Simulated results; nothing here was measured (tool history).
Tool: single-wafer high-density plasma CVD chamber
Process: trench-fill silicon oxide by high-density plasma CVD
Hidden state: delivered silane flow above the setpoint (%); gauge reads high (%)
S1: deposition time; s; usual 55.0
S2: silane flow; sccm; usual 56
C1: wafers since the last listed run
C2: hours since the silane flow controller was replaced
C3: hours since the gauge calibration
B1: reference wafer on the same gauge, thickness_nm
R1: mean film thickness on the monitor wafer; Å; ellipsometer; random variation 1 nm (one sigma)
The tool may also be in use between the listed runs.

run    hour    S1  S2    C1      C2      C3       B1       R1
  1     0.0  55.0  56     0  2201.5   935.4  276.738  3305.88
  2    35.9  55.0  56   338  2237.4   971.3  276.957  3282.33
  3   107.9  55.0  56   678  2309.4  1043.3  277.053  3287.98
  4   175.0  49.3  61   632  2376.5  1110.4  277.027  3217.46
  5   246.0  49.3  61   668  2447.5  1181.4  276.664  3212.88
  6   425.0  55.0  56  1686  2626.5  1360.4  276.975  3299.53
  7   633.3  55.0  56  1962  2834.8  1568.7  277.226  3305.81
  8   691.8  55.0  56   551  2893.3  1627.2  276.950  3289.36
  9   817.0  55.0  56  1179  3018.5  1752.4  276.861  3305.68
 10   849.5  55.0  56   306  3051.0  1784.9  276.979  3306.95
      861.5  -- gauge calibrated
 11   919.7  55.0  56   661  3121.2    58.2  277.041  3302.14
 12   980.0  55.0  60   568  3181.5   118.5  277.002  3556.03
 13  1029.3  55.0  60   464  3230.8   167.8  276.850  3540.16
 14  1099.8  55.0  56   664  3301.3   238.3  276.974  3309.39
 15  1143.8  55.0  56   414  3345.3   282.3  277.036  3288.37
     1235.5  -- silane flow controller replaced
 16  1239.6  55.0  56   827     4.1   378.1  276.938  3407.29
 17  1271.6  55.0  56   301    36.1   410.1  277.215  3394.60
 18  1340.3  55.0  65   647   104.8   478.8  276.990  3926.35
 19  1385.4  55.0  65   424   149.9   523.9  277.061  3972.31
 20  1423.0  55.0  56   354   187.5   561.5  277.056  3424.95
 21  1457.1  55.0  56   321   221.6   595.6  277.037  3403.07
 22  1523.6  48.6  48   626   288.1   662.1  276.886  2579.94
 23  1583.1  55.0  56   560   347.6   721.6  277.012  3416.53

Run 24 comes next. What will it give?
 24  1614.9  55.0  47  299  379.4  753.4   ?   ?

B1: 277.139
R1: 2869.13 Å
Without the tool's hidden state the same run would have given R1 2671.39 Å.

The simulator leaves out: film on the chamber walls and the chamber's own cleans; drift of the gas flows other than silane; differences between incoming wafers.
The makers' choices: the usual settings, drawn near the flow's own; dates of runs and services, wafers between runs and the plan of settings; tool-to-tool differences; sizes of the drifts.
